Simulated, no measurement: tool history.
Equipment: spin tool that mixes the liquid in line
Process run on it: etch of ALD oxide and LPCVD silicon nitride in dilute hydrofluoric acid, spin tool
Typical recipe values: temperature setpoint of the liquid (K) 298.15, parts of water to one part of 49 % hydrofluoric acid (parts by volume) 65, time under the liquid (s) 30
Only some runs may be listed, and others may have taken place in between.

run,hour,temperature setpoint of the liquid (K),parts of water to one part of 49 % hydrofluoric acid (parts by volume),time under the liquid (s),"read-back film thickness of the ALD oxide reference wafer, read on the same gauge (nm)",thickness taken off the ALD oxide on a monitor wafer (angstrom)
1,0,298.15,65,45,29.99,212.7
2,92.5,298.15,65,45,29.98,214.8
3,141.3,298.15,65,30,29.99,143.9
4,220.6,298.15,65,30,30,145.2
5,295.8,300.65,65,30,29.98,160.9
6,374.3,300.65,65,30,30,159.5
7,444,298.15,60,30,30.01,158.6
8,481.1,298.15,65,40,29.99,194.5
9,528,298.15,65,40,30.02,194.7
10,657.9,298.15,45,45,30.01,326.5
# hour 659.4: thermometer replaced
# hour 740.6: hydrofluoric acid flow meter replaced
11,764.1,298.15,45,45,30,320.2
# hour 786: gauge calibrated
12,834.4,301.15,65,30,30.02,161
13,883.8,298.15,65,30,30,143.6
14,956.3,294.15,65,15,29.99,61.2
15,1019.6,298.15,80,30,30,116
16,1064,301.65,45,15,30,124.6
17,1106.2,294.15,65,15,29.99,61.6
18,1144.5,303.15,65,30,30.01,177
19,1213.1,298.15,65,15,30,73.7
# hour 1265: thermometer replaced
20,1300.8,298.15,65,30,30.02,143.1
21,1337.8,293.65,65,50,29.99,198.7
22,1424.4,295.65,45,45,30.01,286.3
23,1506.6,301.65,65,35,30,193.5
# hour 1553.8: hydrofluoric acid flow meter replaced
24,1588.6,298.15,80,30,30,115.3
25,1634.5,298.15,65,35,30.01,167.3

4 options for the next run, each taken on its own from the tool as it stands now. Forecast them:
A,1634.9,294.65,65,30,?,?
B,1634.9,298.15,65,25,?,?
C,1634.9,298.15,95,40,?,?
D,1634.9,299.65,65,40,?,?

run,"read-back film thickness of the ALD oxide reference wafer, read on the same gauge (nm)",thickness taken off the ALD oxide on a monitor wafer (angstrom)
A,30.02,126.4
B,30.02,121.5
C,30.02,127.8
D,30.02,206.3
Stripped of hidden state, with their random variation kept, the same runs would have yielded:
run,thickness taken off the ALD oxide on a monitor wafer (angstrom)
A,124.1
B,119.3
C,125.6
D,202.8
